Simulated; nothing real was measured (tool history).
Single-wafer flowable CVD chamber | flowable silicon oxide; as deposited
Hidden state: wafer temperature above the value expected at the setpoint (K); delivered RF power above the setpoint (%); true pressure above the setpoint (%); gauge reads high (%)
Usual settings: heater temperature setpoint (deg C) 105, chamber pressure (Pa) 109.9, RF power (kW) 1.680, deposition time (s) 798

run	day	heater temperature setpoint (deg C)	chamber pressure (Pa)	RF power (kW)	deposition time (s)	wafers since the last listed run	hours since the last thermocouple change	hours since the last RF generator calibration	hours since the last manometer calibration	hours since the showerhead was replaced	hours since the gauge calibration	read-back reference wafer on the same gauge, thickness_nm	mean film thickness on the monitor wafer (angstrom)
1	0.000	105	90.3	1.680	798	0	1344.6	1404.6	1677.3	2983.7	199.7	419.565	2848.65
2	2.588	105	109.9	1.680	696	217	1406.7	1466.7	1739.4	3045.8	261.8	420.206	3013.26
3	4.679	105	109.9	1.680	696	175	1456.9	1516.9	1789.6	3096.0	312.0	418.994	3027.60
4	5.688	105	109.9	1.680	696	84	1481.1	1541.1	1813.8	3120.2	336.2	419.049	2999.71
5	7.362	105	93.5	1.680	798	140	1521.3	1581.3	1854.0	3160.4	376.4	419.988	2924.00
6	8.617	105	93.5	1.680	798	105	1551.4	1611.4	1884.1	3190.5	406.5	420.807	2896.86
7	10.654	105	109.9	1.470	798	170	1600.3	1660.3	1933.0	3239.4	455.4	420.324	3220.98
8	11.929	105	109.9	1.470	798	106	1630.9	1690.9	1963.6	3270.0	486.0	420.114	3215.06
9	13.854	105	109.9	1.470	798	161	1677.1	1737.1	2009.8	3316.2	532.2	419.381	3190.98
10	15.154	105	109.9	1.680	798	109	1708.3	1768.3	2041.0	3347.4	563.4	420.431	3423.10
11	16.812	110	109.9	1.680	798	139	1748.1	1808.1	2080.8	3387.2	603.2	421.068	2967.45
12	19.062	105	109.9	1.680	798	188	1802.1	1862.1	2134.8	3441.2	657.2	419.845	3393.73
13	21.512	105	130.3	1.680	846	205	1860.9	1920.9	2193.6	3500.0	716.0	419.961	4284.84
14	24.483	105	109.9	1.470	798	249	1932.2	1992.2	2264.9	3571.3	787.3	419.499	3162.84
15	25.754	105	109.9	1.680	798	106	1962.7	2022.7	2295.4	3601.8	817.8	419.391	3386.46
# day 27.583: capacitance manometer re-zeroed and calibrated
16	27.975	94	109.9	1.680	917	158	2016.0	2076.0	9.4	3655.1	871.1	420.722	5731.76
# day 28.725: RF generator calibrated
# day 30.279: gauge calibrated
17	30.646	116	123.3	1.435	931	196	2080.1	46.1	73.5	3719.2	8.8	419.951	3094.98
18	32.954	105	109.9	1.680	798	193	2135.5	101.5	128.9	3774.6	64.2	419.845	3513.97
19	34.846	105	109.9	1.680	798	158	2180.9	146.9	174.3	3820.0	109.6	420.665	3516.38
20	37.329	105	109.9	1.680	723	208	2240.5	206.5	233.9	3879.6	169.2	420.315	3174.90
21	39.962	105	109.9	1.935	909	220	2303.7	269.7	297.1	3942.8	232.4	420.930	4080.16
22	41.233	105	109.9	1.680	877	106	2334.2	300.2	327.6	3973.3	262.9	420.019	3795.65
23	42.354	94	97.5	1.680	743	94	2361.1	327.1	354.5	4000.2	289.8	419.978	3965.32
# day 43.921: thermocouple changed; heater temperature recalibrated
# day 44.454: showerhead replaced
24	44.571	105	109.9	1.680	798	130	15.6	380.3	407.7	2.8	343.0	420.105	3579.31
25	46.383	105	109.9	1.955	705	152	59.1	423.8	451.2	46.3	386.5	420.457	3342.20
26	52.075	105	109.9	1.680	798	477	195.7	560.4	587.8	182.9	523.1	420.153	3574.53

Forecast run 27:
27	54.338	105	109.9	2.005	798	189	250.0	614.7	642.1	237.2	577.4	?	?

Run 27 gave read-back reference wafer on the same gauge, thickness_nm 419.618, mean film thickness on the monitor wafer (angstrom) 3775.81.
Without the tool's hidden state the same run would have given mean film thickness on the monitor wafer (angstrom) 3957.48.
